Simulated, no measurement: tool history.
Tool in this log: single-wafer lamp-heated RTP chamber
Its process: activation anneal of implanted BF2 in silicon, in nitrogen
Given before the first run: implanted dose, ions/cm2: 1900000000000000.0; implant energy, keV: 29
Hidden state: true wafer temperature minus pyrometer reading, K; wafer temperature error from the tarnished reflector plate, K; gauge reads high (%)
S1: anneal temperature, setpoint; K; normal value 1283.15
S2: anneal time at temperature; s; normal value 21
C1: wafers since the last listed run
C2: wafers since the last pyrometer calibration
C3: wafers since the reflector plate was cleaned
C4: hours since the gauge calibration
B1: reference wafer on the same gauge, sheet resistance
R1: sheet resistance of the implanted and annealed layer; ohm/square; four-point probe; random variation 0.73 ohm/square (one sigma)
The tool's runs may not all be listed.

run 1 hour=0.0 | S1=1283.15 S2=21 | C1=0 C2=2072 C3=3091 C4=23.0 | B1=129.00 | R1=125.22
run 2 hour=34.0 | S1=1283.15 S2=21 | C1=336 C2=2408 C3=3427 C4=57.0 | B1=128.86 | R1=123.63
run 3 hour=79.6 | S1=1283.15 S2=21 | C1=451 C2=2859 C3=3878 C4=102.6 | B1=129.09 | R1=122.32
-- hour=93.3 pyrometer window cleaned and pyrometer calibrated
run 4 hour=137.5 | S1=1283.15 S2=21 | C1=493 C2=436 C3=4372 C4=160.5 | B1=129.02 | R1=128.04
run 5 hour=198.8 | S1=1294.15 S2=17 | C1=606 C2=1043 C3=4978 C4=221.8 | B1=128.65 | R1=121.68
run 6 hour=225.8 | S1=1294.15 S2=17 | C1=267 C2=1310 C3=5246 C4=248.8 | B1=129.08 | R1=118.72
run 7 hour=254.1 | S1=1294.15 S2=17 | C1=279 C2=1590 C3=5526 C4=277.1 | B1=129.13 | R1=118.67
run 8 hour=323.0 | S1=1283.15 S2=21 | C1=681 C2=2271 C3=6207 C4=346.0 | B1=129.05 | R1=122.27
run 9 hour=380.7 | S1=1283.15 S2=21 | C1=570 C2=2842 C3=6778 C4=403.7 | B1=129.22 | R1=119.22
-- hour=410.4 pyrometer window cleaned and pyrometer calibrated
run 10 hour=424.2 | S1=1283.15 S2=21 | C1=351 C2=136 C3=7129 C4=447.2 | B1=128.93 | R1=126.69
run 11 hour=456.3 | S1=1308.15 S2=13 | C1=317 C2=454 C3=7447 C4=479.3 | B1=128.92 | R1=116.02
-- hour=473.4 gauge calibrated
run 12 hour=492.7 | S1=1312.15 S2=14 | C1=360 C2=814 C3=7807 C4=19.3 | B1=128.67 | R1=110.15
run 13 hour=553.0 | S1=1297.15 S2=28 | C1=596 C2=1410 C3=8403 C4=79.6 | B1=128.97 | R1=107.25
run 14 hour=578.1 | S1=1283.15 S2=21 | C1=248 C2=1658 C3=8651 C4=104.7 | B1=128.97 | R1=120.46
-- hour=621.3 reflector plate cleaned
run 15 hour=628.9 | S1=1283.15 S2=21 | C1=423 C2=2082 C3=75 C4=155.5 | B1=128.99 | R1=125.35
run 16 hour=698.0 | S1=1283.15 S2=21 | C1=683 C2=2765 C3=758 C4=224.6 | B1=128.79 | R1=124.80
-- hour=714.5 pyrometer window cleaned and pyrometer calibrated
run 17 hour=729.3 | S1=1298.15 S2=31 | C1=230 C2=146 C3=989 C4=255.9 | B1=128.82 | R1=111.15
run 18 hour=790.7 | S1=1302.15 S2=9 | C1=607 C2=753 C3=1596 C4=317.3 | B1=129.03 | R1=129.17
run 19 hour=848.7 | S1=1267.15 S2=28 | C1=573 C2=1327 C3=2170 C4=375.3 | B1=128.85 | R1=137.06
run 20 hour=915.7 | S1=1283.15 S2=15 | C1=662 C2=1990 C3=2833 C4=442.3 | B1=129.13 | R1=129.87
-- hour=937.5 gauge calibrated
-- hour=954.8 pyrometer window cleaned and pyrometer calibrated
run 21 hour=970.6 | S1=1255.15 S2=29 | C1=463 C2=155 C3=3297 C4=33.1 | B1=129.02 | R1=154.60

Here are 4 independent what-if runs from the current tool condition. What would each one return?
run A hour=971.0 | S1=1274.15 S2=21 | C1=3 C2=159 C3=3301 C4=33.5 | B1=? | R1=?
run B hour=971.0 | S1=1259.15 S2=21 | C1=3 C2=159 C3=3301 C4=33.5 | B1=? | R1=?
run C hour=971.0 | S1=1311.15 S2=12 | C1=3 C2=159 C3=3301 C4=33.5 | B1=? | R1=?
run D hour=971.0 | S1=1270.15 S2=21 | C1=3 C2=159 C3=3301 C4=33.5 | B1=? | R1=?

run=A B1=129.06 R1=138.19
run=B B1=129.06 R1=154.27
run=C B1=129.06 R1=117.27
run=D B1=129.06 R1=142.27
What these runs would have given with no unlogged condition in the tool:
run=A R1=140.68
run=B R1=157.13
run=C R1=119.01
run=D R1=144.85
